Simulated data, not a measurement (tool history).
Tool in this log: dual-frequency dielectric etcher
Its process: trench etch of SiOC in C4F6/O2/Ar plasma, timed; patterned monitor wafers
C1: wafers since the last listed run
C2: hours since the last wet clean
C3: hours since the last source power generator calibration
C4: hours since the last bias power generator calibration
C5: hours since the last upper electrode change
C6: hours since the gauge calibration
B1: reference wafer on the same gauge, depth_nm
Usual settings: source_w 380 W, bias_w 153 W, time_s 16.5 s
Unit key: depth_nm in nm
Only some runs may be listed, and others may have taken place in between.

run 1 hour=0 | source_w=380 bias_w=153 time_s=16.5 | C1=0 C2=335.7 C3=1786.4 C4=3348.3 C5=5160.9 C6=327.4 | B1=28.09 | depth_nm=35
run 2 hour=10.2 | source_w=380 bias_w=153 time_s=16.5 | C1=140 C2=345.9 C3=1796.6 C4=3358.5 C5=5171.1 C6=337.6 | B1=28.07 | depth_nm=35
run 3 hour=35.1 | source_w=380 bias_w=153 time_s=16.5 | C1=342 C2=370.8 C3=1821.5 C4=3383.4 C5=5196 C6=362.5 | B1=27.96 | depth_nm=35.56
run 4 hour=50.4 | source_w=380 bias_w=153 time_s=16.5 | C1=210 C2=386.1 C3=1836.8 C4=3398.7 C5=5211.3 C6=377.8 | B1=28.12 | depth_nm=35.14
run 5 hour=64 | source_w=380 bias_w=153 time_s=16.5 | C1=187 C2=399.7 C3=1850.4 C4=3412.3 C5=5224.9 C6=391.4 | B1=28.1 | depth_nm=35.35
-- hour=71 bias power generator calibrated
-- hour=90 source power generator calibrated
-- hour=96.9 wet clean of the chamber
run 6 hour=97.4 | source_w=380 bias_w=153 time_s=16.5 | C1=254 C2=0.5 C3=7.4 C4=26.4 C5=5258.3 C6=424.8 | B1=28.04 | depth_nm=33.37
run 7 hour=97.8 | source_w=470 bias_w=136 time_s=16.5 | C1=5 C2=0.9 C3=7.8 C4=26.8 C5=5258.7 C6=425.2 | B1=28.09 | depth_nm=34.84
run 8 hour=107.8 | source_w=440 bias_w=126 time_s=13.5 | C1=137 C2=10.9 C3=17.8 C4=36.8 C5=5268.7 C6=435.2 | B1=28.02 | depth_nm=27.23
run 9 hour=123.8 | source_w=380 bias_w=153 time_s=12 | C1=220 C2=26.9 C3=33.8 C4=52.8 C5=5284.7 C6=451.2 | B1=27.91 | depth_nm=24.13
-- hour=160.7 upper electrode replaced, of another model than before
run 10 hour=161.2 | source_w=480 bias_w=181 time_s=19 | C1=184 C2=64.3 C3=71.2 C4=90.2 C5=0.5 C6=488.6 | B1=28.07 | depth_nm=46.88
run 11 hour=161.5 | source_w=380 bias_w=153 time_s=16.5 | C1=4 C2=64.6 C3=71.5 C4=90.5 C5=0.8 C6=488.9 | B1=27.89 | depth_nm=33.69
run 12 hour=161.8 | source_w=380 bias_w=153 time_s=16.5 | C1=4 C2=64.9 C3=71.8 C4=90.8 C5=1.1 C6=489.2 | B1=27.97 | depth_nm=33.31
run 13 hour=169.1 | source_w=380 bias_w=153 time_s=16.5 | C1=100 C2=72.2 C3=79.1 C4=98.1 C5=8.4 C6=496.5 | B1=28.01 | depth_nm=33.41
run 14 hour=184.1 | source_w=380 bias_w=153 time_s=16.5 | C1=206 C2=87.2 C3=94.1 C4=113.1 C5=23.4 C6=511.5 | B1=28.03 | depth_nm=33.85
run 15 hour=191.8 | source_w=380 bias_w=153 time_s=16.5 | C1=105 C2=94.9 C3=101.8 C4=120.8 C5=31.1 C6=519.2 | B1=28.01 | depth_nm=33.48
run 16 hour=206.3 | source_w=380 bias_w=138 time_s=21 | C1=199 C2=109.4 C3=116.3 C4=135.3 C5=45.6 C6=533.7 | B1=28.01 | depth_nm=41
run 17 hour=214.4 | source_w=300 bias_w=125 time_s=19.5 | C1=111 C2=117.5 C3=124.4 C4=143.4 C5=53.7 C6=541.8 | B1=28.07 | depth_nm=32.1
run 18 hour=222.8 | source_w=380 bias_w=162 time_s=18 | C1=115 C2=125.9 C3=132.8 C4=151.8 C5=62.1 C6=550.2 | B1=27.96 | depth_nm=37.65
run 19 hour=236.2 | source_w=460 bias_w=166 time_s=18.5 | C1=184 C2=139.3 C3=146.2 C4=165.2 C5=75.5 C6=563.6 | B1=27.95 | depth_nm=43.49
run 20 hour=249.5 | source_w=430 bias_w=118 time_s=20 | C1=183 C2=152.6 C3=159.5 C4=178.5 C5=88.8 C6=576.9 | B1=28.07 | depth_nm=38.38
run 21 hour=258.2 | source_w=380 bias_w=136 time_s=16.5 | C1=119 C2=161.3 C3=168.2 C4=187.2 C5=97.5 C6=585.6 | B1=28.02 | depth_nm=32.39
-- hour=268.9 gauge calibrated
run 22 hour=303.4 | source_w=380 bias_w=153 time_s=18.5 | C1=622 C2=206.5 C3=213.4 C4=232.4 C5=142.7 C6=34.5 | B1=28.02 | depth_nm=38.07
run 23 hour=320.3 | source_w=320 bias_w=127 time_s=11.5 | C1=232 C2=223.4 C3=230.3 C4=249.3 C5=159.6 C6=51.4 | B1=27.99 | depth_nm=19.89
run 24 hour=336.7 | source_w=380 bias_w=184 time_s=12.5 | C1=225 C2=239.8 C3=246.7 C4=265.7 C5=176 C6=67.8 | B1=27.96 | depth_nm=27.94
run 25 hour=344.2 | source_w=380 bias_w=153 time_s=16.5 | C1=103 C2=247.3 C3=254.2 C4=273.2 C5=183.5 C6=75.3 | B1=27.99 | depth_nm=33.99
run 26 hour=360.8 | source_w=300 bias_w=133 time_s=12.5 | C1=228 C2=263.9 C3=270.8 C4=289.8 C5=200.1 C6=91.9 | B1=28.02 | depth_nm=21.23
run 27 hour=368.5 | source_w=380 bias_w=124 time_s=21 | C1=105 C2=271.6 C3=278.5 C4=297.5 C5=207.8 C6=99.6 | B1=27.96 | depth_nm=39.7
run 28 hour=377.3 | source_w=300 bias_w=153 time_s=20 | C1=121 C2=280.4 C3=287.3 C4=306.3 C5=216.6 C6=108.4 | B1=28.05 | depth_nm=36.82
run 29 hour=386.6 | source_w=380 bias_w=153 time_s=16.5 | C1=127 C2=289.7 C3=296.6 C4=315.6 C5=225.9 C6=117.7 | B1=27.96 | depth_nm=34.19

5 ways to go on from here, each from the tool as it stands after run 29. What would each give?
run A hour=387 | source_w=380 bias_w=172 time_s=16.5 | C1=5 C2=290.1 C3=297 C4=316 C5=226.3 C6=118.1 | B1=? | depth_nm=?
run B hour=387 | source_w=380 bias_w=153 time_s=20 | C1=5 C2=290.1 C3=297 C4=316 C5=226.3 C6=118.1 | B1=? | depth_nm=?
run C hour=387 | source_w=350 bias_w=178 time_s=12 | C1=5 C2=290.1 C3=297 C4=316 C5=226.3 C6=118.1 | B1=? | depth_nm=?
run D hour=387 | source_w=350 bias_w=116 time_s=12 | C1=5 C2=290.1 C3=297 C4=316 C5=226.3 C6=118.1 | B1=? | depth_nm=?
run E hour=387 | source_w=380 bias_w=176 time_s=16.5 | C1=5 C2=290.1 C3=297 C4=316 C5=226.3 C6=118.1 | B1=? | depth_nm=?

run=A B1=28.01 depth_nm=36.53
run=B B1=28.01 depth_nm=41.88
run=C B1=28.01 depth_nm=25.91
run=D B1=28.01 depth_nm=20.96
run=E B1=28.01 depth_nm=36.93
Without the tool's unlogged condition, the same runs would have read:
run=A depth_nm=35.26
run=B depth_nm=40.43
run=C depth_nm=25.01
run=D depth_nm=20.24
run=E depth_nm=35.65

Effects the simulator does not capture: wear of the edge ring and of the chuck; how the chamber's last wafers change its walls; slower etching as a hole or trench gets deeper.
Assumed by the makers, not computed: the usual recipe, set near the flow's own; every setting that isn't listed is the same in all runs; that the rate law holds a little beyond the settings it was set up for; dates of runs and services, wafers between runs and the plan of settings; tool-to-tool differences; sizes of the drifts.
